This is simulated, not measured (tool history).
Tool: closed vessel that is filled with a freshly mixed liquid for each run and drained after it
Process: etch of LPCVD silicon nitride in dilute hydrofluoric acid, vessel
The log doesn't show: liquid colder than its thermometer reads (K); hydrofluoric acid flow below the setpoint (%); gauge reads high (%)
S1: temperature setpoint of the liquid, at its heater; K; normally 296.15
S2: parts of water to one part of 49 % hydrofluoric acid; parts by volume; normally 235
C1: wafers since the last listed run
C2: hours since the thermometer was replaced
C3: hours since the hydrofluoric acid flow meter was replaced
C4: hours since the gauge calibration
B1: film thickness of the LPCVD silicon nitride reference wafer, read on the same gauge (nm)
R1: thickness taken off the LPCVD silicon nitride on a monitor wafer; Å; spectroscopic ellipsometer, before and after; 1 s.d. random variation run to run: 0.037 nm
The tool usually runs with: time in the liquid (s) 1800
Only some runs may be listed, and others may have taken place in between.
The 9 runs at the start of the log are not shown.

run 10 hour=275.0 | S1=298.65 S2=235 time_in_the_liquid_(s)=1470 | C1=1474 C2=57.6 C3=937.6 C4=376.7 | B1=90.013 | R1=43.69
run 11 hour=305.1 | S1=298.65 S2=235 time_in_the_liquid_(s)=1470 | C1=1236 C2=87.7 C3=967.7 C4=406.8 | B1=90.015 | R1=43.72
run 12 hour=338.3 | S1=296.15 S2=235 time_in_the_liquid_(s)=1800 | C1=1363 C2=120.9 C3=1000.9 C4=440.0 | B1=90.012 | R1=45.69
run 13 hour=355.9 | S1=296.15 S2=235 time_in_the_liquid_(s)=1800 | C1=722 C2=138.5 C3=1018.5 C4=457.6 | B1=90.011 | R1=45.97
run 14 hour=383.4 | S1=293.65 S2=115 time_in_the_liquid_(s)=1460 | C1=1129 C2=166.0 C3=1046.0 C4=485.1 | B1=89.981 | R1=63.95
run 15 hour=409.4 | S1=296.15 S2=235 time_in_the_liquid_(s)=1800 | C1=1067 C2=192.0 C3=1072.0 C4=511.1 | B1=89.995 | R1=46.21
run 16 hour=425.5 | S1=296.15 S2=235 time_in_the_liquid_(s)=1800 | C1=661 C2=208.1 C3=1088.1 C4=527.2 | B1=90.011 | R1=46.54
run 17 hour=455.2 | S1=291.65 S2=190 time_in_the_liquid_(s)=1800 | C1=1219 C2=237.8 C3=1117.8 C4=556.9 | B1=90.006 | R1=42.79
-- hour=469.0 hydrofluoric acid flow meter replaced
run 18 hour=486.8 | S1=299.15 S2=135 time_in_the_liquid_(s)=2715 | C1=1256 C2=269.4 C3=17.8 C4=588.5 | B1=89.994 | R1=146.61
run 19 hour=509.7 | S1=296.15 S2=235 time_in_the_liquid_(s)=1800 | C1=940 C2=292.3 C3=40.7 C4=611.4 | B1=90.005 | R1=46.52
run 20 hour=536.7 | S1=296.15 S2=125 time_in_the_liquid_(s)=2270 | C1=1108 C2=319.3 C3=67.7 C4=638.4 | B1=89.981 | R1=106.66
run 21 hour=563.3 | S1=296.15 S2=140 time_in_the_liquid_(s)=2435 | C1=1092 C2=345.9 C3=94.3 C4=665.0 | B1=90.005 | R1=104.17
run 22 hour=576.1 | S1=293.65 S2=235 time_in_the_liquid_(s)=1395 | C1=525 C2=358.7 C3=107.1 C4=677.8 | B1=89.985 | R1=30.74
run 23 hour=588.2 | S1=300.65 S2=160 time_in_the_liquid_(s)=1145 | C1=496 C2=370.8 C3=119.2 C4=689.9 | B1=89.992 | R1=56.64
-- hour=591.1 gauge calibrated
run 24 hour=618.9 | S1=297.65 S2=115 time_in_the_liquid_(s)=2810 | C1=1260 C2=401.5 C3=149.9 C4=27.8 | B1=90.003 | R1=160.99
run 25 hour=633.8 | S1=296.15 S2=335 time_in_the_liquid_(s)=2320 | C1=611 C2=416.4 C3=164.8 C4=42.7 | B1=89.997 | R1=41.64
run 26 hour=654.0 | S1=294.65 S2=175 time_in_the_liquid_(s)=1400 | C1=829 C2=436.6 C3=185.0 C4=62.9 | B1=90.013 | R1=43.27
run 27 hour=684.3 | S1=298.15 S2=180 time_in_the_liquid_(s)=1800 | C1=1244 C2=466.9 C3=215.3 C4=93.2 | B1=89.990 | R1=67.87
run 28 hour=766.5 | S1=298.65 S2=280 time_in_the_liquid_(s)=1800 | C1=3375 C2=549.1 C3=297.5 C4=175.4 | B1=90.008 | R1=45.78
run 29 hour=782.0 | S1=296.15 S2=235 time_in_the_liquid_(s)=1800 | C1=636 C2=564.6 C3=313.0 C4=190.9 | B1=90.009 | R1=45.76
run 30 hour=811.0 | S1=291.65 S2=130 time_in_the_liquid_(s)=2095 | C1=1190 C2=593.6 C3=342.0 C4=219.9 | B1=90.002 | R1=71.19
run 31 hour=827.4 | S1=300.65 S2=160 time_in_the_liquid_(s)=1145 | C1=673 C2=610.0 C3=358.4 C4=236.3 | B1=90.004 | R1=57.23

Forecast each of these 5 alternatives for the next run:
run A hour=828.5 | S1=294.15 S2=235 time_in_the_liquid_(s)=1800 | C1=45 C2=611.1 C3=359.5 C4=237.4 | B1=? | R1=?
run B hour=828.5 | S1=296.15 S2=170 time_in_the_liquid_(s)=830 | C1=45 C2=611.1 C3=359.5 C4=237.4 | B1=? | R1=?
run C hour=828.5 | S1=296.15 S2=235 time_in_the_liquid_(s)=2375 | C1=45 C2=611.1 C3=359.5 C4=237.4 | B1=? | R1=?
run D hour=828.5 | S1=294.65 S2=300 time_in_the_liquid_(s)=1105 | C1=45 C2=611.1 C3=359.5 C4=237.4 | B1=? | R1=?
run E hour=828.5 | S1=296.15 S2=305 time_in_the_liquid_(s)=1800 | C1=45 C2=611.1 C3=359.5 C4=237.4 | B1=? | R1=?

run=A B1=90.004 R1=40.91
run=B B1=90.004 R1=29.48
run=C B1=90.004 R1=61.30
run=D B1=90.004 R1=20.43
run=E B1=90.004 R1=35.94
Without the tool's hidden state the same runs would have given:
run=A R1=40.91
run=B R1=29.48
run=C R1=61.30
run=D R1=20.43
run=E R1=35.94

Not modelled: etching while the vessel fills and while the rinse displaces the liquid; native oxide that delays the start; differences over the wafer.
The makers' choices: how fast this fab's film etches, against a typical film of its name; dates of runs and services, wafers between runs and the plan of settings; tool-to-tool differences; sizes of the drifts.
